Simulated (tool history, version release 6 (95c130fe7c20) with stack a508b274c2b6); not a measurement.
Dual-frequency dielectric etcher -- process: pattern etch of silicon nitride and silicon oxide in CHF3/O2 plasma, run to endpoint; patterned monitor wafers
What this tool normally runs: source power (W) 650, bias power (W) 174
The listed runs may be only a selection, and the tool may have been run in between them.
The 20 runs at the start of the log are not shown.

run,hour,source power (W),bias power (W),wafers since the last listed run,hours since the last wet clean,hours since the last source power generator calibration,hours since the last bias power generator calibration,hours since the last upper electrode change,"incoming incoming film thickness, nm",endpoint time (s)
21,299.9,610,174,45,53,15,3125.9,2158.1,265.3,184.2
22,306.4,650,174,38,59.5,21.5,3132.4,2164.6,265.6,180.6
23,321.1,650,174,87,74.2,36.2,3147.1,2179.3,267.4,181.3
24,333.5,580,153,73,86.6,48.6,3159.5,2191.7,267,198.3
# hour 350.3: bias power generator calibrated
# hour 363.6: upper electrode replaced
25,364.1,790,207,78,117.2,79.2,13.8,0.5,267,159.2
26,364.5,530,207,2,117.6,79.6,14.2,0.9,265.8,182.4
27,369.6,650,155,30,122.7,84.7,19.3,6,264.5,187.2
28,376.3,650,174,39,129.4,91.4,26,12.7,264.8,181.4
29,391.6,570,174,90,144.7,106.7,41.3,28,266.8,190.2
30,407.7,650,174,95,160.8,122.8,57.4,44.1,265.5,180.7
31,425.3,650,155,104,178.4,140.4,75,61.7,263.6,188.1
32,438.3,790,189,77,191.4,153.4,88,74.7,266.5,165.2
33,444.7,560,196,37,197.8,159.8,94.4,81.1,264.3,182.7
34,462.7,780,158,106,215.8,177.8,112.4,99.1,265.4,176.1
35,471.6,790,200,52,224.7,186.7,121.3,108,266.8,161.4

Forecast each of these 4 alternatives for the next run:
A,472.1,650,174,2,225.2,187.2,121.8,108.5,266.5,?
B,472.1,700,194,2,225.2,187.2,121.8,108.5,266.5,?
C,472.1,520,191,2,225.2,187.2,121.8,108.5,266.5,?
D,472.1,650,204,2,225.2,187.2,121.8,108.5,266.5,?

run,endpoint time (s)
A,182.8
B,171.1
C,191.3
D,172.5
The same runs, with their run-to-run variation unchanged, on a tool lacking any hidden condition would have given:
run,endpoint time (s)
A,180.9
B,169.3
C,189.3
D,170.7
